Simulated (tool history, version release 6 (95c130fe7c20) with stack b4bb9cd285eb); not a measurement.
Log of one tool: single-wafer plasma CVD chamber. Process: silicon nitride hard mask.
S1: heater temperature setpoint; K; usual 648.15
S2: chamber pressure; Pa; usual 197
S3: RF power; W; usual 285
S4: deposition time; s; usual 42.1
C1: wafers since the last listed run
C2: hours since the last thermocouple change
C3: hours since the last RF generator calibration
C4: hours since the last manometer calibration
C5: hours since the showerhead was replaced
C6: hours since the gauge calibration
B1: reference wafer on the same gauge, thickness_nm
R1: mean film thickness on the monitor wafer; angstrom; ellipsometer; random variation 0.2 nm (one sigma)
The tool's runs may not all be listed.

{"run": 1, "hour": 0.0, "S1": 648.15, "S2": 197, "S3": 285, "S4": 42.1, "C1": 0, "C2": 830.6, "C3": 1889.1, "C4": 878.9, "C5": 6216.2, "C6": 298.2, "B1": 47.319, "R1": 457.47}
{"run": 2, "hour": 6.6, "S1": 648.15, "S2": 197, "S3": 285, "S4": 42.1, "C1": 95, "C2": 837.2, "C3": 1895.7, "C4": 885.5, "C5": 6222.8, "C6": 304.8, "B1": 47.266, "R1": 461.65}
{"run": 3, "hour": 17.5, "S1": 648.15, "S2": 197, "S3": 250, "S4": 42.1, "C1": 157, "C2": 848.1, "C3": 1906.6, "C4": 896.4, "C5": 6233.7, "C6": 315.7, "B1": 47.239, "R1": 406.66}
{"hour": 19.4, "done": "gauge calibrated"}
{"run": 4, "hour": 24.9, "S1": 648.15, "S2": 197, "S3": 250, "S4": 42.1, "C1": 107, "C2": 855.5, "C3": 1914.0, "C4": 903.8, "C5": 6241.1, "C6": 5.5, "B1": 47.3, "R1": 408.76}
{"run": 5, "hour": 33.7, "S1": 648.15, "S2": 197, "S3": 250, "S4": 42.1, "C1": 127, "C2": 864.3, "C3": 1922.8, "C4": 912.6, "C5": 6249.9, "C6": 14.3, "B1": 47.34, "R1": 409.48}
{"run": 6, "hour": 44.3, "S1": 648.15, "S2": 197, "S3": 285, "S4": 42.1, "C1": 153, "C2": 874.9, "C3": 1933.4, "C4": 923.2, "C5": 6260.5, "C6": 24.9, "B1": 47.315, "R1": 459.49}
{"run": 7, "hour": 52.5, "S1": 648.15, "S2": 197, "S3": 285, "S4": 45.3, "C1": 118, "C2": 883.1, "C3": 1941.6, "C4": 931.4, "C5": 6268.7, "C6": 33.1, "B1": 47.303, "R1": 496.54}
{"run": 8, "hour": 70.9, "S1": 648.15, "S2": 176, "S3": 240, "S4": 39.7, "C1": 266, "C2": 901.5, "C3": 1960.0, "C4": 949.8, "C5": 6287.1, "C6": 51.5, "B1": 47.312, "R1": 359.59}
{"hour": 84.8, "done": "thermocouple changed; heater temperature recalibrated"}
{"run": 9, "hour": 85.4, "S1": 648.15, "S2": 197, "S3": 285, "S4": 42.1, "C1": 94, "C2": 0.6, "C3": 1974.5, "C4": 964.3, "C5": 6301.6, "C6": 66.0, "B1": 47.363, "R1": 455.97}
{"run": 10, "hour": 93.9, "S1": 648.15, "S2": 197, "S3": 285, "S4": 44.4, "C1": 123, "C2": 9.1, "C3": 1983.0, "C4": 972.8, "C5": 6310.1, "C6": 74.5, "B1": 47.301, "R1": 482.42}
{"hour": 104.9, "done": "capacitance manometer re-zeroed and calibrated"}
{"run": 11, "hour": 107.0, "S1": 648.15, "S2": 197, "S3": 285, "S4": 42.1, "C1": 73, "C2": 22.2, "C3": 1996.1, "C4": 2.1, "C5": 6323.2, "C6": 87.6, "B1": 47.192, "R1": 459.4}
{"run": 12, "hour": 120.7, "S1": 657.15, "S2": 197, "S3": 245, "S4": 35.6, "C1": 198, "C2": 35.9, "C3": 2009.8, "C4": 15.8, "C5": 6336.9, "C6": 101.3, "B1": 47.284, "R1": 335.26}
{"run": 13, "hour": 131.0, "S1": 634.15, "S2": 197, "S3": 245, "S4": 42.1, "C1": 149, "C2": 46.2, "C3": 2020.1, "C4": 26.1, "C5": 6347.2, "C6": 111.6, "B1": 47.328, "R1": 403.41}
{"run": 14, "hour": 140.8, "S1": 648.15, "S2": 197, "S3": 285, "S4": 48.1, "C1": 141, "C2": 56.0, "C3": 2029.9, "C4": 35.9, "C5": 6357.0, "C6": 121.4, "B1": 47.27, "R1": 518.39}
{"hour": 154.9, "done": "showerhead replaced, of another model than before"}
{"hour": 159.4, "done": "RF generator calibrated"}
{"run": 15, "hour": 159.9, "S1": 655.15, "S2": 197, "S3": 315, "S4": 42.1, "C1": 95, "C2": 75.1, "C3": 0.5, "C4": 55.0, "C5": 5.0, "C6": 140.5, "B1": 47.203, "R1": 531.07}
{"run": 16, "hour": 167.3, "S1": 657.15, "S2": 197, "S3": 285, "S4": 42.1, "C1": 107, "C2": 82.5, "C3": 7.9, "C4": 62.4, "C5": 12.4, "C6": 147.9, "B1": 47.357, "R1": 491.98}
{"run": 17, "hour": 182.7, "S1": 648.15, "S2": 197, "S3": 285, "S4": 42.1, "C1": 222, "C2": 97.9, "C3": 23.3, "C4": 77.8, "C5": 27.8, "C6": 163.3, "B1": 47.356, "R1": 494.85}
{"run": 18, "hour": 197.7, "S1": 648.15, "S2": 197, "S3": 285, "S4": 42.1, "C1": 217, "C2": 112.9, "C3": 38.3, "C4": 92.8, "C5": 42.8, "C6": 178.3, "B1": 47.297, "R1": 494.77}
{"run": 19, "hour": 210.3, "S1": 648.15, "S2": 197, "S3": 285, "S4": 42.1, "C1": 182, "C2": 125.5, "C3": 50.9, "C4": 105.4, "C5": 55.4, "C6": 190.9, "B1": 47.263, "R1": 495.83}
{"run": 20, "hour": 221.9, "S1": 648.15, "S2": 197, "S3": 285, "S4": 42.1, "C1": 167, "C2": 137.1, "C3": 62.5, "C4": 117.0, "C5": 67.0, "C6": 202.5, "B1": 47.288, "R1": 494.69}
{"run": 21, "hour": 233.6, "S1": 648.15, "S2": 197, "S3": 285, "S4": 48.7, "C1": 169, "C2": 148.8, "C3": 74.2, "C4": 128.7, "C5": 78.7, "C6": 214.2, "B1": 47.302, "R1": 575.51}
{"run": 22, "hour": 250.6, "S1": 648.15, "S2": 197, "S3": 285, "S4": 42.1, "C1": 246, "C2": 165.8, "C3": 91.2, "C4": 145.7, "C5": 95.7, "C6": 231.2, "B1": 47.315, "R1": 494.73}
{"run": 23, "hour": 261.0, "S1": 654.15, "S2": 225, "S3": 245, "S4": 42.1, "C1": 150, "C2": 176.2, "C3": 101.6, "C4": 156.1, "C5": 106.1, "C6": 241.6, "B1": 47.235, "R1": 454.33}
{"run": 24, "hour": 273.1, "S1": 648.15, "S2": 216, "S3": 230, "S4": 36.2, "C1": 175, "C2": 188.3, "C3": 113.7, "C4": 168.2, "C5": 118.2, "C6": 253.7, "B1": 47.276, "R1": 375.59}
{"run": 25, "hour": 285.1, "S1": 648.15, "S2": 163, "S3": 310, "S4": 42.1, "C1": 173, "C2": 200.3, "C3": 125.7, "C4": 180.2, "C5": 130.2, "C6": 265.7, "B1": 47.221, "R1": 509.36}
{"run": 26, "hour": 297.5, "S1": 638.15, "S2": 153, "S3": 240, "S4": 44.9, "C1": 179, "C2": 212.7, "C3": 138.1, "C4": 192.6, "C5": 142.6, "C6": 278.1, "B1": 47.343, "R1": 457.71}
{"run": 27, "hour": 310.4, "S1": 648.15, "S2": 197, "S3": 325, "S4": 42.1, "C1": 186, "C2": 225.6, "C3": 151.0, "C4": 205.5, "C5": 155.5, "C6": 291.0, "B1": 47.337, "R1": 538.56}
{"run": 28, "hour": 327.6, "S1": 648.15, "S2": 197, "S3": 325, "S4": 42.1, "C1": 249, "C2": 242.8, "C3": 168.2, "C4": 222.7, "C5": 172.7, "C6": 308.2, "B1": 47.269, "R1": 534.89}
{"run": 29, "hour": 343.7, "S1": 648.15, "S2": 151, "S3": 250, "S4": 42.1, "C1": 233, "C2": 258.9, "C3": 184.3, "C4": 238.8, "C5": 188.8, "C6": 324.3, "B1": 47.313, "R1": 443.42}
{"hour": 353.3, "done": "gauge calibrated"}
{"run": 30, "hour": 356.0, "S1": 636.15, "S2": 197, "S3": 285, "S4": 46.1, "C1": 178, "C2": 271.2, "C3": 196.6, "C4": 251.1, "C5": 201.1, "C6": 2.7, "B1": 47.232, "R1": 539.54}

Hidden state at the last listed run before each entry between runs and at the first one after, where it differs:
Between runs 3 and 4: gauge calibrated (hour 19.4)
  delivered RF power above the setpoint (%): -9.12 -> -9.15
  measured less the result without the state, R1: -35.92 -> -36.24 angstrom
Between runs 8 and 9: thermocouple changed; heater temperature recalibrated (hour 84.8)
  delivered RF power above the setpoint (%): -9.34 -> -9.4
  measured less the result without the state, R1: -33.35 -> -39.78 angstrom
Between runs 10 and 11: capacitance manometer re-zeroed and calibrated (hour 104.9)
  delivered RF power above the setpoint (%): -9.43 -> -9.48
  measured less the result without the state, R1: -42.25 -> -40.49 angstrom
Between runs 14 and 15: showerhead replaced, of another model than before (hour 154.9); RF generator calibrated (hour 159.4)
  delivered RF power above the setpoint (%): -9.62 -> -0.496
  measured less the result without the state, R1: -46.45 -> -1.64 angstrom
Between runs 29 and 30: gauge calibrated (hour 353.3)
  delivered RF power above the setpoint (%): -1.24 -> -1.29
  measured less the result without the state, R1: -3.70 -> -4.51 angstrom
